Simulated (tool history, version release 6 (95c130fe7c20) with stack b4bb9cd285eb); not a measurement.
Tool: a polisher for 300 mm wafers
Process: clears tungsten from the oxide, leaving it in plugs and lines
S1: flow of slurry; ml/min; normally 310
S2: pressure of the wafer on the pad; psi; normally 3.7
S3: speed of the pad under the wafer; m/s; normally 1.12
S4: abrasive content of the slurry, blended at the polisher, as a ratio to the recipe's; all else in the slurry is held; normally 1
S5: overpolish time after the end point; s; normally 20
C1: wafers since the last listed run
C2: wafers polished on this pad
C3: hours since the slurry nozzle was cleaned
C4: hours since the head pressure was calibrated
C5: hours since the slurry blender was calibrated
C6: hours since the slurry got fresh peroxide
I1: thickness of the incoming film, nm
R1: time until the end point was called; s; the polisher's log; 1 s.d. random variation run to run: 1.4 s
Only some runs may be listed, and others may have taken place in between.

run,day,S1,S2,S3,S4,S5,C1,C2,C3,C4,C5,C6,I1,R1
1,0,310,3.7,1.12,1,20,0,1213,72.5,114.9,3.8,81.7,360.1,74.8
2,1.175,310,3.7,1.12,1,20,398,1611,100.7,143.1,32,109.9,361.3,72.1
3,1.954,310,4.5,1.12,1,20,264,1875,119.4,161.8,50.7,128.6,360.8,61.7
# day 2.508: worn pad replaced by a new one
4,3.333,310,4.5,1.12,1,20,411,279,152.5,194.9,83.8,161.7,353.1,60.2
# day 3.521: slurry tank refilled with fresh slurry and peroxide
5,4.1,310,4.5,1.12,1,20,245,525,170.9,213.3,102.2,13.9,360.8,61.2
6,5.388,310,3.7,1.12,1,16,436,962,201.8,244.2,133.1,44.8,361.4,74.2
7,5.912,310,3.7,1.12,1,16,178,1140,214.4,256.8,145.7,57.4,363.1,71.3
8,6.842,310,3.7,1.12,1,20,315,1455,236.7,279.1,168,79.7,359.6,75.3
9,7.762,310,3.7,1.12,1,20,312,1767,258.8,301.2,190.1,101.8,364.8,73.2
# day 8.783: worn pad replaced by a new one
# day 8.85: slurry nozzle cleaned
10,9.204,235,3.7,1.12,1.15,20,418,129,8.5,335.8,224.7,136.4,365,74.5
11,9.929,235,3.7,1.12,1.15,20,245,375,25.9,353.2,242.1,153.8,360.1,71.8
12,10.546,235,3.7,1.12,1.15,20,209,584,40.7,368,256.9,168.6,360.1,73.2
# day 11.779: slurry tank refilled with fresh slurry and peroxide
13,11.933,310,3.7,1.12,1,20,456,1040,74,401.3,290.2,3.7,360.4,74.8
# day 12.338: head pressure recalibrated
14,12.933,270,4.8,1.5,1,20,310,1351,98,14.3,314.2,27.7,363.8,42.9
# day 15.271: worn pad replaced by a new one
15,16.942,375,3.7,1.12,1,20,1302,567,194.2,110.5,410.4,123.9,357.5,74
# day 17.254: slurry blender recalibrated
16,18.329,310,2.8,1.24,1,26,442,1009,227.5,143.8,25.8,157.2,360.5,90.3
# day 19.033: slurry tank refilled with fresh slurry and peroxide
17,19.321,255,2.7,1.5,1,20,322,1331,251.3,167.6,49.6,6.9,353,76.6
18,20.096,310,3.7,1.12,1.15,27,262,1594,269.9,186.2,68.2,25.5,358,70.5
19,20.904,310,3.7,1.12,1,20,274,1868,289.3,205.6,87.6,44.9,360.8,72.9
# day 22.121: worn pad replaced by a new one
# day 24.038: slurry nozzle cleaned
20,24.638,310,3.7,1.12,1,20,1195,838,14.4,295.2,177.2,134.5,359.6,74.3
21,26.038,410,3.7,1.12,1,20,474,1313,48,328.8,210.8,168.1,363.3,71.9
22,26.921,310,3.3,0.86,1.25,28,299,1613,69.2,350,232,189.3,356.2,102.4
# day 27.008: head pressure recalibrated
# day 27.188: slurry tank refilled with fresh slurry and peroxide
# day 28.242: worn pad replaced by a new one
23,28.262,205,3.7,0.96,1,20,356,6,101.4,30.1,264.2,25.8,361.7,87.5
24,28.996,310,4,1.12,1,20,248,255,119,47.7,281.8,43.4,364.3,70.4
25,30.133,310,3.7,1.12,1.3,24,385,641,146.3,75,309.1,70.7,358.6,68.1

Hidden condition of the tool, last listed run before each entry between runs versus first listed run after:
In the gap between runs 3 and 4: worn pad replaced by a new one (day 2.508)
  no hidden state differs between the two runs
In the gap between runs 4 and 5: slurry tank refilled with fresh slurry and peroxide (day 3.521)
  no hidden state differs between the two runs
In the gap between runs 9 and 10: worn pad replaced by a new one (day 8.783); slurry nozzle cleaned (day 8.85)
  no hidden state differs between the two runs
In the gap between runs 12 and 13: slurry tank refilled with fresh slurry and peroxide (day 11.779)
  no hidden state differs between the two runs
In the gap between runs 13 and 14: head pressure recalibrated (day 12.338)
  no hidden state differs between the two runs
In the gap between runs 14 and 15: worn pad replaced by a new one (day 15.271)
  no hidden state differs between the two runs
In the gap between runs 15 and 16: slurry blender recalibrated (day 17.254)
  no hidden state differs between the two runs
In the gap between runs 16 and 17: slurry tank refilled with fresh slurry and peroxide (day 19.033)
  no hidden state differs between the two runs
In the gap between runs 19 and 20: worn pad replaced by a new one (day 22.121); slurry nozzle cleaned (day 24.038)
  no hidden state differs between the two runs
In the gap between runs 22 and 23: head pressure recalibrated (day 27.008); slurry tank refilled with fresh slurry and peroxide (day 27.188); worn pad replaced by a new one (day 28.242)
  no hidden state differs between the two runs
